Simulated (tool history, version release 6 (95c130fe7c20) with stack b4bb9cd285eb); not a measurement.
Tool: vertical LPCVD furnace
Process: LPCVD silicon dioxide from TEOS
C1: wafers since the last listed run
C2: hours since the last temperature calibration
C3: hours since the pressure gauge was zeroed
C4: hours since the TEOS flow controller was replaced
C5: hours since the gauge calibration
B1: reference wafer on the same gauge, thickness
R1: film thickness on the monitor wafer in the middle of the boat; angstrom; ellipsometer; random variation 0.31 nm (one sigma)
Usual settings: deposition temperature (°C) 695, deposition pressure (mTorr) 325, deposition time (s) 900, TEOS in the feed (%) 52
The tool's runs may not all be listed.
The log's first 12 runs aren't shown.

{"run": 13, "hour": 309.4, "deposition temperature (°C)": 700, "deposition pressure (mTorr)": 285, "deposition time (s)": 1200, "TEOS in the feed (%)": 46, "C1": 969, "C2": 3002.4, "C3": 188.5, "C4": 4725.5, "C5": 1047.6, "B1": 103.24, "R1": 1314.7}
{"run": 14, "hour": 338.6, "deposition temperature (°C)": 690, "deposition pressure (mTorr)": 405, "deposition time (s)": 1080, "TEOS in the feed (%)": 61, "C1": 802, "C2": 3031.6, "C3": 217.7, "C4": 4754.7, "C5": 1076.8, "B1": 103.17, "R1": 1288.9}
{"hour": 378.4, "done": "thermocouples replaced and temperature profile calibrated"}
{"run": 15, "hour": 378.9, "deposition temperature (°C)": 691, "deposition pressure (mTorr)": 350, "deposition time (s)": 1110, "TEOS in the feed (%)": 62, "C1": 447, "C2": 0.5, "C3": 258, "C4": 4795, "C5": 1117.1, "B1": 103.23, "R1": 1144.9}
{"run": 16, "hour": 388.8, "deposition temperature (°C)": 695, "deposition pressure (mTorr)": 325, "deposition time (s)": 900, "TEOS in the feed (%)": 52, "C1": 272, "C2": 10.4, "C3": 267.9, "C4": 4804.9, "C5": 1127, "B1": 103.1, "R1": 903.7}
{"run": 17, "hour": 417.8, "deposition temperature (°C)": 695, "deposition pressure (mTorr)": 325, "deposition time (s)": 660, "TEOS in the feed (%)": 55, "C1": 796, "C2": 39.4, "C3": 296.9, "C4": 4833.9, "C5": 1156, "B1": 103.16, "R1": 680.4}
{"run": 18, "hour": 437.3, "deposition temperature (°C)": 695, "deposition pressure (mTorr)": 325, "deposition time (s)": 900, "TEOS in the feed (%)": 52, "C1": 535, "C2": 58.9, "C3": 316.4, "C4": 4853.4, "C5": 1175.5, "B1": 103.2, "R1": 904.3}
{"run": 19, "hour": 452.4, "deposition temperature (°C)": 703, "deposition pressure (mTorr)": 325, "deposition time (s)": 900, "TEOS in the feed (%)": 52, "C1": 414, "C2": 74, "C3": 331.5, "C4": 4868.5, "C5": 1190.6, "B1": 103.18, "R1": 1084.4}
{"run": 20, "hour": 466.2, "deposition temperature (°C)": 695, "deposition pressure (mTorr)": 260, "deposition time (s)": 900, "TEOS in the feed (%)": 52, "C1": 379, "C2": 87.8, "C3": 345.3, "C4": 4882.3, "C5": 1204.4, "B1": 103.15, "R1": 810}
{"hour": 503.7, "done": "TEOS flow controller replaced"}
{"run": 21, "hour": 504.2, "deposition temperature (°C)": 702, "deposition pressure (mTorr)": 385, "deposition time (s)": 1080, "TEOS in the feed (%)": 52, "C1": 384, "C2": 125.8, "C3": 383.3, "C4": 0.5, "C5": 1242.4, "B1": 103.21, "R1": 1400.6}

Run 22 comes next. What will it give?
{"hour": 510.0, "done": "gauge calibrated"}
{"run": 22, "hour": 519.6, "deposition temperature (°C)": 695, "deposition pressure (mTorr)": 305, "deposition time (s)": 900, "TEOS in the feed (%)": 57, "C1": 423, "C2": 141.2, "C3": 398.7, "C4": 15.9, "C5": 9.6, "B1": "?", "R1": "?"}

Run 22 gave B1 103.22, R1 920.2 angstrom.
Without the tool's hidden state the same run would have given R1 903.2 angstrom.
